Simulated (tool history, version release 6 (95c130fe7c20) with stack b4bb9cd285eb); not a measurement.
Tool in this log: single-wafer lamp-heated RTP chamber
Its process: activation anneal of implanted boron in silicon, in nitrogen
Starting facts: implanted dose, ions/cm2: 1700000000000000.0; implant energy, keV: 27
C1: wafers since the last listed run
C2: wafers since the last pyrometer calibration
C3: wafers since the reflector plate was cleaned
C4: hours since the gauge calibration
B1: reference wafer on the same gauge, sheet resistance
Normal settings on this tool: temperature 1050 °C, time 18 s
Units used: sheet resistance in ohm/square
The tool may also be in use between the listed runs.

{"run": 1, "day": 0.0, "temperature": 1050, "time": 18, "C1": 0, "C2": 4509, "C3": 2621, "C4": 97.8, "B1": 75.13, "sheet resistance": 68.41}
{"day": 0.067, "done": "pyrometer window cleaned and pyrometer calibrated"}
{"run": 2, "day": 1.021, "temperature": 1050, "time": 18, "C1": 323, "C2": 323, "C3": 2944, "C4": 122.3, "B1": 75.13, "sheet resistance": 68.47}
{"run": 3, "day": 3.504, "temperature": 1050, "time": 18, "C1": 843, "C2": 1167, "C3": 3788, "C4": 181.9, "B1": 75.06, "sheet resistance": 68.45}
{"run": 4, "day": 5.929, "temperature": 1050, "time": 18, "C1": 824, "C2": 1991, "C3": 4612, "C4": 240.1, "B1": 74.96, "sheet resistance": 68.26}
{"run": 5, "day": 7.042, "temperature": 1050, "time": 18, "C1": 378, "C2": 2369, "C3": 4990, "C4": 266.8, "B1": 74.89, "sheet resistance": 68.39}
{"run": 6, "day": 9.479, "temperature": 1050, "time": 18, "C1": 828, "C2": 3197, "C3": 5819, "C4": 325.3, "B1": 74.81, "sheet resistance": 68.04}
{"day": 10.725, "done": "reflector plate cleaned"}
{"run": 7, "day": 12.45, "temperature": 1032, "time": 15, "C1": 896, "C2": 4094, "C3": 586, "C4": 396.6, "B1": 74.7, "sheet resistance": 70.08}
{"day": 13.508, "done": "pyrometer window cleaned and pyrometer calibrated"}
{"run": 8, "day": 14.433, "temperature": 1032, "time": 15, "C1": 560, "C2": 313, "C3": 1146, "C4": 444.2, "B1": 74.59, "sheet resistance": 70.43}
{"run": 9, "day": 17.321, "temperature": 1075, "time": 24, "C1": 981, "C2": 1295, "C3": 2128, "C4": 513.5, "B1": 74.43, "sheet resistance": 65.25}
{"run": 10, "day": 18.704, "temperature": 1050, "time": 18, "C1": 470, "C2": 1765, "C3": 2598, "C4": 546.7, "B1": 74.35, "sheet resistance": 68.03}
{"run": 11, "day": 21.138, "temperature": 1030, "time": 21, "C1": 826, "C2": 2592, "C3": 3424, "C4": 605.1, "B1": 74.23, "sheet resistance": 69.66}
{"day": 21.579, "done": "gauge calibrated"}
{"run": 12, "day": 22.229, "temperature": 1069, "time": 18, "C1": 370, "C2": 2963, "C3": 3795, "C4": 15.6, "B1": 75.49, "sheet resistance": 67.71}
{"run": 13, "day": 23.788, "temperature": 1071, "time": 11, "C1": 529, "C2": 3492, "C3": 4325, "C4": 53, "B1": 75.43, "sheet resistance": 68.2}
{"day": 24.429, "done": "pyrometer window cleaned and pyrometer calibrated"}
{"run": 14, "day": 25.512, "temperature": 1050, "time": 18, "C1": 472, "C2": 368, "C3": 4798, "C4": 94.4, "B1": 75.39, "sheet resistance": 69.08}
{"run": 15, "day": 26.579, "temperature": 1050, "time": 22, "C1": 362, "C2": 730, "C3": 5160, "C4": 120, "B1": 75.3, "sheet resistance": 68.22}
{"day": 29.729, "done": "reflector plate cleaned"}
{"run": 16, "day": 30.338, "temperature": 1076, "time": 10, "C1": 1163, "C2": 1894, "C3": 206, "C4": 210.2, "B1": 75.11, "sheet resistance": 67.66}
{"run": 17, "day": 32.633, "temperature": 1040, "time": 18, "C1": 780, "C2": 2674, "C3": 987, "C4": 265.3, "B1": 75.03, "sheet resistance": 69.16}

For each entry between runs, how does the tool's hidden state at the last listed run before it compare with that at the first listed run after it?
Runs 1 to 2: pyrometer window cleaned and pyrometer calibrated (day 0.067)
  gauge reads high (%): -0.373 -> -0.434
  measured less the result without the state, sheet resistance: -0.26 -> -0.3 ohm/square
Runs 6 to 7: reflector plate cleaned (day 10.725)
  gauge reads high (%): -0.94 -> -1.12
  measured less the result without the state, sheet resistance: -0.65 -> -0.79 ohm/square
Runs 7 to 8: pyrometer window cleaned and pyrometer calibrated (day 13.508)
  gauge reads high (%): -1.12 -> -1.24
  measured less the result without the state, sheet resistance: -0.79 -> -0.88 ohm/square
Runs 11 to 12: gauge calibrated (day 21.579)
  gauge reads high (%): -1.64 -> -0.0132
  measured less the result without the state, sheet resistance: -1.16 -> -0.01 ohm/square
Runs 13 to 14: pyrometer window cleaned and pyrometer calibrated (day 24.429)
  gauge reads high (%): -0.106 -> -0.21
  measured less the result without the state, sheet resistance: -0.07 -> -0.15 ohm/square
Runs 15 to 16: reflector plate cleaned (day 29.729)
  gauge reads high (%): -0.274 -> -0.499
  measured less the result without the state, sheet resistance: -0.19 -> -0.34 ohm/square
